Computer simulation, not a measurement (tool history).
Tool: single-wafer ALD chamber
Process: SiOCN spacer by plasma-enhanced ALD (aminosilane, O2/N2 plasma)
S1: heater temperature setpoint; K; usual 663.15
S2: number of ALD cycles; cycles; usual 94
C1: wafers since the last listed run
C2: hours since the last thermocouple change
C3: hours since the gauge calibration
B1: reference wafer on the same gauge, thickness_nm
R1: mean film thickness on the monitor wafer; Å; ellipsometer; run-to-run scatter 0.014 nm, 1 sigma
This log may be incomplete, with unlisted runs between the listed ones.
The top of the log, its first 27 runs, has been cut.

Run 28, hour 1545.7: usual settings but S1 676.15 K, S2 89 cycles; C1 94; C2 567.1; C3 131.4; B1 6.240. Result: R1 51.29 Å.
Run 29, hour 1576.3: usual settings; C1 71; C2 597.7; C3 162.0; B1 6.242. Result: R1 54.54 Å.
Run 30, hour 1602.9: usual settings but S1 673.15 K; C1 61; C2 624.3; C3 188.6; B1 6.237. Result: R1 54.33 Å.
Run 31, hour 1648.1: usual settings but S1 674.15 K, S2 109 cycles; C1 105; C2 669.5; C3 233.8; B1 6.240. Result: R1 62.95 Å.
Run 32, hour 1718.4: usual settings but S1 668.15 K, S2 88 cycles; C1 163; C2 739.8; C3 304.1; B1 6.240. Result: R1 50.74 Å.
Run 33, hour 1777.2: usual settings; C1 136; C2 798.6; C3 362.9; B1 6.245. Result: R1 54.33 Å.
Run 34, hour 1841.9: usual settings but S1 659.15 K, S2 87 cycles; C1 150; C2 863.3; C3 427.6; B1 6.243. Result: R1 50.27 Å.
Run 35, hour 1900.6: usual settings but S1 659.15 K, S2 110 cycles; C1 136; C2 922.0; C3 486.3; B1 6.241. Result: R1 63.32 Å.
Run 36, hour 1968.3: usual settings but S1 675.15 K, S2 82 cycles; C1 157; C2 989.7; C3 554.0; B1 6.236. Result: R1 47.18 Å.
Run 37, hour 2017.4: usual settings but S1 669.15 K, S2 79 cycles; C1 114; C2 1038.8; C3 603.1; B1 6.238. Result: R1 45.62 Å.
Run 38, hour 2087.0: usual settings but S1 678.15 K, S2 83 cycles; C1 161; C2 1108.4; C3 672.7; B1 6.238. Result: R1 47.37 Å.
Run 39, hour 2113.5: usual settings; C1 61; C2 1134.9; C3 699.2; B1 6.236. Result: R1 54.52 Å.
Run 40, hour 2154.5: usual settings but S2 82 cycles; C1 95; C2 1175.9; C3 740.2; B1 6.245. Result: R1 47.38 Å.
Run 41, hour 2187.0: usual settings but S1 671.15 K, S2 81 cycles; C1 75; C2 1208.4; C3 772.7; B1 6.236. Result: R1 46.84 Å.
Run 42, hour 2221.7: usual settings but S1 649.15 K, S2 89 cycles; C1 80; C2 1243.1; C3 807.4; B1 6.239. Result: R1 51.46 Å.
Run 43, hour 2265.1: usual settings but S1 653.15 K, S2 102 cycles; C1 101; C2 1286.5; C3 850.8; B1 6.236. Result: R1 58.96 Å.
Run 44, hour 2314.2: usual settings but S2 108 cycles; C1 114; C2 1335.6; C3 899.9; B1 6.237. Result: R1 62.24 Å.
Run 45, hour 2345.9: usual settings but S1 667.15 K, S2 103 cycles; C1 73; C2 1367.3; C3 931.6; B1 6.242. Result: R1 59.67 Å.
Run 46, hour 2402.9: usual settings; C1 132; C2 1424.3; C3 988.6; B1 6.241. Result: R1 54.60 Å.
At hour 2454.0: thermocouple changed; heater temperature recalibrated.
Run 47, hour 2454.5: usual settings; C1 101; C2 0.5; C3 1040.2; B1 6.237. Result: R1 54.34 Å.
Run 48, hour 2484.7: usual settings; C1 70; C2 30.7; C3 1070.4; B1 6.241. Result: R1 54.24 Å.

Below are 3 alternative next runs, each starting from the tool's condition after run 48. Predict each:
Run A, hour 2485.3: usual settings but S2 113 cycles; C1 1; C2 31.3; C3 1071.0; B1 ?. Result: R1 ?.
Run B, hour 2485.3: usual settings but S2 78 cycles; C1 1; C2 31.3; C3 1071.0; B1 ?. Result: R1 ?.
Run C, hour 2485.3: usual settings but S1 651.15 K, S2 101 cycles; C1 1; C2 31.3; C3 1071.0; B1 ?. Result: R1 ?.

run     B1     R1
  A  6.242  65.27
  B  6.242  45.05
  C  6.242  58.34
Without the tool's unlogged condition, the same runs would have read:
run     R1
  A  65.27
  B  45.05
  C  58.34
